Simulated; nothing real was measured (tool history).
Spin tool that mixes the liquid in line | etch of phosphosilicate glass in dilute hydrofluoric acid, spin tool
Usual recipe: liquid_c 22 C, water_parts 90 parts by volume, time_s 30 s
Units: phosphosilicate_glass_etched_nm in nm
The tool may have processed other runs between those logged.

run	hour	liquid_c	water_parts	time_s	wafers since the last listed run	hours since the thermometer was replaced	hours since the hydrofluoric acid flow meter was replaced	hours since the gauge calibration	read-back film thickness of the phosphosilicate glass reference wafer, read on the same gauge (nm)	phosphosilicate_glass_etched_nm
1	0	22	90	40	0	524.3	1823.6	962.7	40	45.97
2	43.9	22	90	20	728	568.2	1867.5	1006.6	40	23.2
3	102.6	22	90	20	974	626.9	1926.2	1065.3	39.98	23.15
4	150.7	25.5	60	30	798	675	1974.3	1113.4	39.99	62.52
5	180.4	25.5	60	30	492	704.7	2004	1143.1	40	62.03
6	226.6	25.5	60	30	766	750.9	2050.2	1189.3	40.01	62.52
7	256.7	22	90	30	499	781	2080.3	1219.4	40.01	34.57
# hour 280.8: thermometer replaced
8	294.5	22	90	30	610	13.7	2118.1	1257.2	40	34.72
9	365.1	22	90	30	1171	84.3	2188.7	1327.8	40	34.6
10	399.7	22	90	30	574	118.9	2223.3	1362.4	39.99	35.01
# hour 413.8: hydrofluoric acid flow meter replaced
11	442.8	22	90	30	698	162	29	1405.5	40	34.06
12	479.3	22	90	30	605	198.5	65.5	1442	39.99	34.05
13	531	22	90	30	857	250.2	117.2	1493.7	40	33.83
14	568.1	22	90	30	615	287.3	154.3	1530.8	39.98	34.02
15	619.9	18	50	30	859	339.1	206.1	1582.6	40.01	54.27
16	679.7	22	50	30	992	398.9	265.9	1642.4	40.03	64.15
17	718.5	22	90	30	643	437.7	304.7	1681.2	39.98	34.38
18	748.1	26.5	75	30	491	467.3	334.3	1710.8	39.97	49.78
19	773.6	22	125	15	423	492.8	359.8	1736.3	40	11.73
20	797.9	22	90	30	403	517.1	384.1	1760.6	39.98	33.96
# hour 875.9: gauge calibrated
21	907.9	22	90	30	1825	627.1	494.1	32	40	34.1
22	946.6	22	120	15	642	665.8	532.8	70.7	40	12.34
23	1004.9	24.5	115	30	967	724.1	591.1	129	40	28.88
24	1068.8	18	60	25	1060	788	655	192.9	39.99	37.6
25	1099.2	25	75	25	504	818.4	685.4	223.3	40.01	39.67
26	1147.9	22	90	30	808	867.1	734.1	272	40.01	34.46
# hour 1260.5: thermometer replaced
27	1349.3	20	90	30	3325	88.8	935.5	473.4	40	31.56
28	1401.8	23	90	30	871	141.3	988	525.9	40.02	35.84
29	1442.2	22	120	45	670	181.7	1028.4	566.3	39.99	37.58
30	1491.8	20	110	40	823	231.3	1078	615.9	39.99	33.82
31	1617.1	25.5	65	25	2079	356.6	1203.3	741.2	39.99	47.89

Selected run-to-run steps in phosphosilicate_glass_etched_nm, each split into two signed amounts: the part the tool would show with no hidden state at all (from settings, incoming material and random variation), and the remainder, which goes to the hidden state together with any gauge scatter not common to the measured and the hidden-state-free results:
The tool's hidden condition here consists of: liquid hotter than its thermometer reads (K); hydrofluoric acid flow above the setpoint (%); gauge reads high (%).
Run 3 -> 4: liquid_c 22 -> 25.5, water_parts 90 -> 60, time_s 20 -> 30. phosphosilicate_glass_etched_nm +39.37 nm: hidden state +1.03, all else +38.34.
Run 6 -> 7: liquid_c 25.5 -> 22, water_parts 60 -> 90. phosphosilicate_glass_etched_nm -27.95 nm: hidden state -0.72, all else -27.23.
Run 10 -> 11: hydrofluoric acid flow meter replaced. phosphosilicate_glass_etched_nm -0.95 nm: hidden state -0.87, all else -0.08.
Run 16 -> 17: water_parts 50 -> 90. phosphosilicate_glass_etched_nm -29.77 nm: hidden state -0.2, all else -29.57.
Run 18 -> 19: liquid_c 26.5 -> 22, water_parts 75 -> 125, time_s 30 -> 15. phosphosilicate_glass_etched_nm -38.05 nm: hidden state -0.34, all else -37.71.

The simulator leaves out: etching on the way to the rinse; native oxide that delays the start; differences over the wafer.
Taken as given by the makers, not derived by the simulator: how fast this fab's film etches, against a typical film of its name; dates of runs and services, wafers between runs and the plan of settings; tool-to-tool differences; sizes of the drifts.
